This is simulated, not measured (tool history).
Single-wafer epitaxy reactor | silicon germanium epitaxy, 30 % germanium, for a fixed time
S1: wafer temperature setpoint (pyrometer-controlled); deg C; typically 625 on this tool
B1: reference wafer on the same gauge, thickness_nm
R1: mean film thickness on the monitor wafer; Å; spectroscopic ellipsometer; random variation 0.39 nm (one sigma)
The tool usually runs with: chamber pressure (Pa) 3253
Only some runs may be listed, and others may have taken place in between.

Run 1, hour 0: usual settings but S1 615 deg C; B1 85.509. Result: R1 825.78 Å.
Run 2, hour 28.5: usual settings but chamber pressure (Pa) 3586; B1 85.6. Result: R1 1060.4 Å.
Run 3, hour 45.9: usual settings but chamber pressure (Pa) 3586; B1 85.572. Result: R1 1060.93 Å.
Run 4, hour 65: usual settings but chamber pressure (Pa) 3586; B1 85.49. Result: R1 1061.58 Å.
Run 5, hour 149.7: usual settings; B1 85.587. Result: R1 1014.45 Å.
Run 6, hour 183.3: usual settings; B1 85.642. Result: R1 1024.81 Å.
Run 7, hour 206.1: usual settings; B1 85.603. Result: R1 1018.08 Å.
Run 8, hour 237.9: usual settings but S1 615 deg C, chamber pressure (Pa) 3746; B1 85.553. Result: R1 895.62 Å.
Run 9, hour 250.2: usual settings but S1 615 deg C, chamber pressure (Pa) 3746; B1 85.545. Result: R1 899.01 Å.
At hour 278.9: showerhead replaced.
Run 10, hour 279.4: usual settings but chamber pressure (Pa) 2920; B1 85.59. Result: R1 964.66 Å.
Run 11, hour 287.7: usual settings but chamber pressure (Pa) 2920; B1 85.555. Result: R1 970.18 Å.
Run 12, hour 319.8: usual settings but chamber pressure (Pa) 2920; B1 85.628. Result: R1 973.16 Å.
Run 13, hour 348.9: usual settings but S1 631 deg C, chamber pressure (Pa) 3680; B1 85.619. Result: R1 1232.7 Å.
Run 14, hour 380.9: usual settings; B1 85.509. Result: R1 1024.37 Å.
At hour 405.4: capacitance manometer re-zeroed and calibrated.
Run 15, hour 406.2: usual settings but S1 638 deg C, chamber pressure (Pa) 2666; B1 85.648. Result: R1 1146.43 Å.
Run 16, hour 428.2: usual settings but S1 629 deg C, chamber pressure (Pa) 3573; B1 85.56. Result: R1 1120.82 Å.
Run 17, hour 460.2: usual settings; B1 85.662. Result: R1 993.82 Å.
Run 18, hour 472.7: usual settings but S1 631 deg C, chamber pressure (Pa) 3653; B1 85.583. Result: R1 1187.15 Å.
Run 19, hour 506.7: usual settings; B1 85.655. Result: R1 997.62 Å.
Run 20, hour 519.5: usual settings but S1 629 deg C; B1 85.652. Result: R1 1082.37 Å.
At hour 532.6: pyrometer calibrated.
Run 21, hour 548.7: usual settings but S1 611 deg C; B1 85.606. Result: R1 717.38 Å.
Run 22, hour 644.1: usual settings; B1 85.633. Result: R1 956.12 Å.
Run 23, hour 676.3: usual settings but S1 637 deg C, chamber pressure (Pa) 2653; B1 85.656. Result: R1 1089.04 Å.
Run 24, hour 689.3: usual settings but chamber pressure (Pa) 3586; B1 85.53. Result: R1 1010.22 Å.
Run 25, hour 711.8: usual settings but S1 636 deg C; B1 85.541. Result: R1 1191.04 Å.
Run 26, hour 739.1: usual settings; B1 85.721. Result: R1 964.18 Å.
At hour 746.4: gauge calibrated.
Run 27, hour 766.4: usual settings; B1 85.575. Result: R1 968.27 Å.
Run 28, hour 793.1: usual settings; B1 85.584. Result: R1 971.92 Å.
Run 29, hour 806.9: usual settings but chamber pressure (Pa) 2826; B1 85.546. Result: R1 905.2 Å.
Run 30, hour 833.6: usual settings but S1 611 deg C, chamber pressure (Pa) 2653; B1 85.512. Result: R1 656.63 Å.
Run 31, hour 866.4: usual settings but S1 630 deg C, chamber pressure (Pa) 4066; B1 85.674. Result: R1 1198.35 Å.
Run 32, hour 891.4: usual settings but chamber pressure (Pa) 3920; B1 85.527. Result: R1 1070.89 Å.
Run 33, hour 911.9: usual settings but chamber pressure (Pa) 2826; B1 85.635. Result: R1 908.79 Å.
Run 34, hour 942.4: usual settings but S1 629 deg C, chamber pressure (Pa) 3520; B1 85.606. Result: R1 1109.65 Å.
Run 35, hour 1018.8: usual settings but S1 636 deg C, chamber pressure (Pa) 2973; B1 85.588. Result: R1 1161.4 Å.

Run-by-run hidden state of the tool:
gauge reads high (%): 0 on each run
H1: wafer temperature above the value expected at the setpoint (K)
H2: true pressure above the setpoint (%)
run       H1     H2
  1     1.54   8.17
  2      1.6   8.21
  3     1.64   8.23
  4     1.68   8.26
  5     1.86   8.35
  6     1.94   8.39
  7     1.98   8.41
  8     2.05   8.45
  9     2.08   8.46
 10     2.14   8.49
 11     2.16   8.49
 12     2.23   8.52
 13     2.29   8.55
 14     2.36   8.58
 15     2.42  0.457
 16     2.47  0.684
 17     2.54      1
 18     2.56   1.13
 19     2.64   1.45
 20     2.67   1.56
 21  0.00322   1.82
 22     0.21   2.61
 23     0.28   2.86
 24    0.309   2.96
 25    0.357   3.12
 26    0.417   3.31
 27    0.476    3.5
 28    0.534   3.67
 29    0.564   3.76
 30    0.622   3.93
 31    0.693   4.13
 32    0.748   4.27
 33    0.792   4.39
 34    0.858   4.55
 35     1.02   4.94

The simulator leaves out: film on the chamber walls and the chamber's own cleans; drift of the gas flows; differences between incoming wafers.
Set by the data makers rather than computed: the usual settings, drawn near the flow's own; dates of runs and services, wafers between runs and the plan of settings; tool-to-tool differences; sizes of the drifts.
